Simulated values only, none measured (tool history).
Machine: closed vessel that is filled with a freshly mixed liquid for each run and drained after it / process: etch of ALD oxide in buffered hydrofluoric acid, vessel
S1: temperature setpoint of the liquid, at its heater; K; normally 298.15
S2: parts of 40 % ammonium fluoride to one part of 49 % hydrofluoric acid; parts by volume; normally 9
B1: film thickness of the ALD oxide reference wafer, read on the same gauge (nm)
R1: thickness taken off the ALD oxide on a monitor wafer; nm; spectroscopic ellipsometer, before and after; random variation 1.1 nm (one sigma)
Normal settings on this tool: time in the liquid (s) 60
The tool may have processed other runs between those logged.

{"run": 1, "hour": 0.0, "S1": 298.15, "S2": 9, "time in the liquid (s)": 40, "B1": 140, "R1": 85.49}
{"run": 2, "hour": 14.9, "S1": 298.15, "S2": 9, "time in the liquid (s)": 40, "B1": 140.01, "R1": 86.38}
{"hour": 23.3, "done": "gauge calibrated"}
{"run": 3, "hour": 24.3, "S1": 298.15, "S2": 9, "time in the liquid (s)": 40, "B1": 139.98, "R1": 85.46}
{"run": 4, "hour": 68.3, "S1": 300.65, "S2": 9, "time in the liquid (s)": 60, "B1": 139.99, "R1": 143.82}
{"run": 5, "hour": 102.0, "S1": 300.65, "S2": 9, "time in the liquid (s)": 60, "B1": 140.02, "R1": 143.13}
{"run": 6, "hour": 108.9, "S1": 300.65, "S2": 9, "time in the liquid (s)": 60, "B1": 140, "R1": 145.43}
{"run": 7, "hour": 116.5, "S1": 301.65, "S2": 6.5, "time in the liquid (s)": 60, "B1": 140.01, "R1": 214.88}
{"run": 8, "hour": 151.2, "S1": 301.65, "S2": 6.5, "time in the liquid (s)": 60, "B1": 139.99, "R1": 217.09}
{"run": 9, "hour": 165.0, "S1": 298.15, "S2": 9, "time in the liquid (s)": 60, "B1": 140, "R1": 127.21}
{"hour": 173.9, "done": "hydrofluoric acid flow meter replaced"}
{"run": 10, "hour": 176.6, "S1": 298.15, "S2": 9, "time in the liquid (s)": 60, "B1": 139.98, "R1": 125.68}
{"run": 11, "hour": 183.3, "S1": 293.65, "S2": 6.5, "time in the liquid (s)": 60, "B1": 139.99, "R1": 137.73}
{"hour": 183.6, "done": "gauge calibrated"}
{"run": 12, "hour": 197.4, "S1": 298.15, "S2": 9, "time in the liquid (s)": 30, "B1": 140.05, "R1": 62.46}
{"hour": 212.3, "done": "thermometer replaced"}
{"run": 13, "hour": 214.0, "S1": 299.65, "S2": 9, "time in the liquid (s)": 35, "B1": 140.05, "R1": 89}
{"run": 14, "hour": 223.7, "S1": 296.65, "S2": 10, "time in the liquid (s)": 90, "B1": 140.02, "R1": 181.45}
{"run": 15, "hour": 240.7, "S1": 300.15, "S2": 9, "time in the liquid (s)": 75, "B1": 140, "R1": 198.76}
{"run": 16, "hour": 252.2, "S1": 298.15, "S2": 9, "time in the liquid (s)": 60, "B1": 140.01, "R1": 140.88}
{"run": 17, "hour": 262.0, "S1": 298.15, "S2": 9, "time in the liquid (s)": 60, "B1": 140, "R1": 140.85}
{"run": 18, "hour": 270.6, "S1": 299.65, "S2": 11.5, "time in the liquid (s)": 60, "B1": 139.97, "R1": 124.83}
{"run": 19, "hour": 277.4, "S1": 298.15, "S2": 9, "time in the liquid (s)": 75, "B1": 139.98, "R1": 174.86}
{"run": 20, "hour": 287.9, "S1": 298.15, "S2": 11, "time in the liquid (s)": 60, "B1": 139.99, "R1": 118.17}
{"run": 21, "hour": 295.5, "S1": 300.15, "S2": 9, "time in the liquid (s)": 45, "B1": 139.98, "R1": 115.39}

Hidden state or all else? Some run-to-run changes of R1, split into what the settings, what came in and random variation would give without the hidden state, and what is left for the hidden state (with any gauge scatter that isn't in both results):
Unlogged tool condition in this case: liquid colder than its thermometer reads (K); hydrofluoric acid flow below the setpoint (%); gauge reads high (%).
Run 8 -> 9: S1 301.65 -> 298.15, S2 6.5 -> 9. R1 -89.88 nm: hidden state +10.64, all else -100.52.
Run 11 -> 12: S1 293.65 -> 298.15, S2 6.5 -> 9, time in the liquid (s) 60 -> 30, gauge calibrated. R1 -75.27 nm: hidden state +10.61, all else -85.88.
Run 13 -> 14: S1 299.65 -> 296.65, S2 9 -> 10, time in the liquid (s) 35 -> 90. R1 +92.45 nm: hidden state -0.66, all else +93.11.

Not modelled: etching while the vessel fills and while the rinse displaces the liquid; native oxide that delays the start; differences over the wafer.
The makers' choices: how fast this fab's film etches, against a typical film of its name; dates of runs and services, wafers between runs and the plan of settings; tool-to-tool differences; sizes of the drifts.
